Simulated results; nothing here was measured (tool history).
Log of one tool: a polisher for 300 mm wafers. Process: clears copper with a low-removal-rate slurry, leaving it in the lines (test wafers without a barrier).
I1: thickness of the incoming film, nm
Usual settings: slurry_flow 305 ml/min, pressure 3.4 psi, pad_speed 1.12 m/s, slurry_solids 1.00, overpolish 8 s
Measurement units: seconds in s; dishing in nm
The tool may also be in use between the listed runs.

{"run": 1, "hour": 0.0, "slurry_flow": 305, "pressure": 3.4, "pad_speed": 1.12, "slurry_solids": 1.0, "overpolish": 8, "I1": 580.7, "seconds": 141.6, "dishing": 23.5}
{"run": 2, "hour": 14.1, "slurry_flow": 305, "pressure": 3.4, "pad_speed": 1.12, "slurry_solids": 1.0, "overpolish": 8, "I1": 572.5, "seconds": 138.4, "dishing": 23.6}
{"run": 3, "hour": 31.6, "slurry_flow": 305, "pressure": 3.4, "pad_speed": 1.12, "slurry_solids": 1.0, "overpolish": 8, "I1": 566.4, "seconds": 137.8, "dishing": 24.0}
{"run": 4, "hour": 42.6, "slurry_flow": 305, "pressure": 3.4, "pad_speed": 1.12, "slurry_solids": 1.0, "overpolish": 8, "I1": 569.2, "seconds": 138.3, "dishing": 23.6}
{"run": 5, "hour": 56.0, "slurry_flow": 305, "pressure": 3.4, "pad_speed": 1.12, "slurry_solids": 1.0, "overpolish": 8, "I1": 570.0, "seconds": 138.1, "dishing": 24.2}
{"run": 6, "hour": 67.4, "slurry_flow": 305, "pressure": 2.8, "pad_speed": 1.12, "slurry_solids": 1.15, "overpolish": 8, "I1": 574.2, "seconds": 156.8, "dishing": 21.7}
{"run": 7, "hour": 83.9, "slurry_flow": 305, "pressure": 3.4, "pad_speed": 1.12, "slurry_solids": 1.0, "overpolish": 8, "I1": 582.5, "seconds": 140.9, "dishing": 23.3}
{"run": 8, "hour": 97.9, "slurry_flow": 305, "pressure": 3.4, "pad_speed": 1.12, "slurry_solids": 1.0, "overpolish": 8, "I1": 577.9, "seconds": 143.3, "dishing": 24.0}
{"hour": 101.2, "done": "slurry nozzle cleaned"}
{"hour": 104.1, "done": "worn pad replaced by a new one"}
{"hour": 107.3, "done": "slurry blender recalibrated"}
{"run": 9, "hour": 110.0, "slurry_flow": 305, "pressure": 3.8, "pad_speed": 1.12, "slurry_solids": 1.0, "overpolish": 8, "I1": 576.4, "seconds": 127.8, "dishing": 25.8}
{"run": 10, "hour": 122.7, "slurry_flow": 305, "pressure": 3.8, "pad_speed": 1.12, "slurry_solids": 1.0, "overpolish": 8, "I1": 571.0, "seconds": 127.9, "dishing": 25.4}
{"hour": 133.5, "done": "head pressure recalibrated"}
{"run": 11, "hour": 134.0, "slurry_flow": 305, "pressure": 3.4, "pad_speed": 1.12, "slurry_solids": 1.15, "overpolish": 8, "I1": 562.7, "seconds": 129.9, "dishing": 25.1}
{"run": 12, "hour": 150.3, "slurry_flow": 305, "pressure": 2.5, "pad_speed": 1.48, "slurry_solids": 1.2, "overpolish": 11, "I1": 579.7, "seconds": 128.6, "dishing": 34.3}
{"run": 13, "hour": 157.3, "slurry_flow": 370, "pressure": 3.4, "pad_speed": 1.12, "slurry_solids": 1.0, "overpolish": 6, "I1": 576.5, "seconds": 137.0, "dishing": 18.7}
{"run": 14, "hour": 171.0, "slurry_flow": 305, "pressure": 3.4, "pad_speed": 1.12, "slurry_solids": 1.0, "overpolish": 11, "I1": 578.8, "seconds": 139.3, "dishing": 31.7}
{"run": 15, "hour": 180.2, "slurry_flow": 305, "pressure": 3.4, "pad_speed": 1.12, "slurry_solids": 1.0, "overpolish": 8, "I1": 585.9, "seconds": 144.1, "dishing": 24.7}
{"run": 16, "hour": 192.4, "slurry_flow": 305, "pressure": 3.4, "pad_speed": 1.12, "slurry_solids": 1.0, "overpolish": 5, "I1": 574.2, "seconds": 138.8, "dishing": 15.2}
{"run": 17, "hour": 203.6, "slurry_flow": 350, "pressure": 3.4, "pad_speed": 1.42, "slurry_solids": 0.9, "overpolish": 6, "I1": 566.1, "seconds": 108.1, "dishing": 22.8}
{"run": 18, "hour": 216.0, "slurry_flow": 305, "pressure": 3.4, "pad_speed": 1.12, "slurry_solids": 1.0, "overpolish": 6, "I1": 571.5, "seconds": 138.4, "dishing": 18.6}
{"hour": 222.8, "done": "slurry blender recalibrated"}
{"run": 19, "hour": 232.6, "slurry_flow": 350, "pressure": 3.4, "pad_speed": 1.42, "slurry_solids": 0.9, "overpolish": 6, "I1": 562.4, "seconds": 106.3, "dishing": 23.2}
{"run": 20, "hour": 243.6, "slurry_flow": 305, "pressure": 3.4, "pad_speed": 0.96, "slurry_solids": 1.0, "overpolish": 8, "I1": 575.1, "seconds": 167.2, "dishing": 20.6}

Branching from run 20: 3 alternative next runs. What would each branch give?
{"run": "A", "hour": 244.1, "slurry_flow": 305, "pressure": 3.4, "pad_speed": 1.12, "slurry_solids": 1.0, "overpolish": 8, "I1": 574.9, "seconds": "?", "dishing": "?"}
{"run": "B", "hour": 244.1, "slurry_flow": 210, "pressure": 3.4, "pad_speed": 1.12, "slurry_solids": 1.0, "overpolish": 8, "I1": 574.9, "seconds": "?", "dishing": "?"}
{"run": "C", "hour": 244.1, "slurry_flow": 255, "pressure": 3.4, "pad_speed": 1.12, "slurry_solids": 1.0, "overpolish": 8, "I1": 574.9, "seconds": "?", "dishing": "?"}

run=A seconds=139.8 dishing=23.6
run=B seconds=144.8 dishing=22.9
run=C seconds=142.0 dishing=23.3
With no hidden state in the tool, these same runs would have given:
run=A seconds=139.8 dishing=23.6
run=B seconds=144.8 dishing=22.9
run=C seconds=142.0 dishing=23.3
